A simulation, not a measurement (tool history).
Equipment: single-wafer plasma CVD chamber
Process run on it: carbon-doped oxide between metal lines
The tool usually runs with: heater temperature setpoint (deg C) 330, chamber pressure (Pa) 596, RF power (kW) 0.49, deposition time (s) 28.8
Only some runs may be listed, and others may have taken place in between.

run,hour,heater temperature setpoint (deg C),chamber pressure (Pa),RF power (kW),deposition time (s),wafers since the last listed run,hours since the last thermocouple change,hours since the last RF generator calibration,hours since the last manometer calibration,hours since the showerhead was replaced,hours since the gauge calibration,"read-back reference wafer on the same gauge, thickness_nm",mean film thickness on the monitor wafer (angstrom)
1,0,330,596,0.49,30.7,0,1678,1382.4,1536.2,6611,520.3,120.058,1469.42
2,61.2,330,596,0.49,30.7,910,1739.2,1443.6,1597.4,6672.2,581.5,120.026,1466.46
3,89.9,330,596,0.49,30.7,426,1767.9,1472.3,1626.1,6700.9,610.2,119.971,1464.23
4,125,335,596,0.49,27.6,521,1803,1507.4,1661.2,6736,645.3,119.992,1302.68
# hour 138.4: gauge calibrated
5,185.5,330,596,0.49,26.9,899,1863.5,1567.9,1721.7,6796.5,47.1,119.994,1283.07
# hour 376.9: capacitance manometer re-zeroed and calibrated
6,377.4,330,596,0.49,26.9,2734,2055.4,1759.8,0.5,6988.4,239,120.048,1274.68
7,431.4,339,657,0.49,28.8,803,2109.4,1813.8,54.5,7042.4,293,119.879,1342.53
8,464,330,652,0.49,28.8,484,2142,1846.4,87.1,7075,325.6,119.982,1386.13
9,523.7,330,652,0.49,28.8,887,2201.7,1906.1,146.8,7134.7,385.3,120.085,1387.01
10,595.2,330,596,0.49,28.8,1063,2273.2,1977.6,218.3,7206.2,456.8,119.923,1355.91
11,655.3,330,596,0.49,28.8,893,2333.3,2037.7,278.4,7266.3,516.9,120.135,1349.64
12,688.1,330,596,0.49,28.8,487,2366.1,2070.5,311.2,7299.1,549.7,120.011,1343.37
13,720.8,330,596,0.49,28.8,486,2398.8,2103.2,343.9,7331.8,582.4,119.99,1353.43
# hour 730.1: RF generator calibrated
# hour 735.8: gauge calibrated
14,781,330,493,0.56,32.8,776,2459,50.9,404.1,7392,45.2,120.032,1717.94
15,829.4,326,501,0.49,28.8,719,2507.4,99.3,452.5,7440.4,93.6,119.963,1396.3
# hour 852.3: showerhead replaced
# hour 859.3: thermocouple changed; heater temperature recalibrated
16,866.3,330,596,0.49,28.8,326,7,136.2,489.4,14,130.5,120.138,1417.36
17,899.8,330,596,0.49,25.1,498,40.5,169.7,522.9,47.5,164,119.915,1219.35
18,953.2,316,653,0.49,28.8,794,93.9,223.1,576.3,100.9,217.4,120.072,1477.42
19,1002.3,330,596,0.49,28.8,730,143,272.2,625.4,150,266.5,120.089,1391.84
20,1062.4,336,596,0.455,28.8,893,203.1,332.3,685.5,210.1,326.6,120.019,1302.01
21,1120.9,330,596,0.49,30.8,869,261.6,390.8,744,268.6,385.1,119.985,1497.41
22,1170,330,596,0.415,28.8,730,310.7,439.9,793.1,317.7,434.2,119.93,1220.49
23,1196.8,342,596,0.58,23.9,398,337.5,466.7,819.9,344.5,461,120.022,1256.01

Branching from run 23: 3 alternative next runs. What would each branch give?
A,1197.2,330,596,0.49,28.8,5,337.9,467.1,820.3,344.9,461.4,?,?
B,1197.2,321,673,0.565,32.2,5,337.9,467.1,820.3,344.9,461.4,?,?
C,1197.2,341,495,0.545,26.7,5,337.9,467.1,820.3,344.9,461.4,?,?

run,"read-back reference wafer on the same gauge, thickness_nm",mean film thickness on the monitor wafer (angstrom)
A,120.065,1391.87
B,120.065,1800.69
C,120.065,1313.6
With the hidden condition removed and each run's random variation left untouched, the same runs would have given:
run,mean film thickness on the monitor wafer (angstrom)
A,1432.12
B,1850.43
C,1350.8
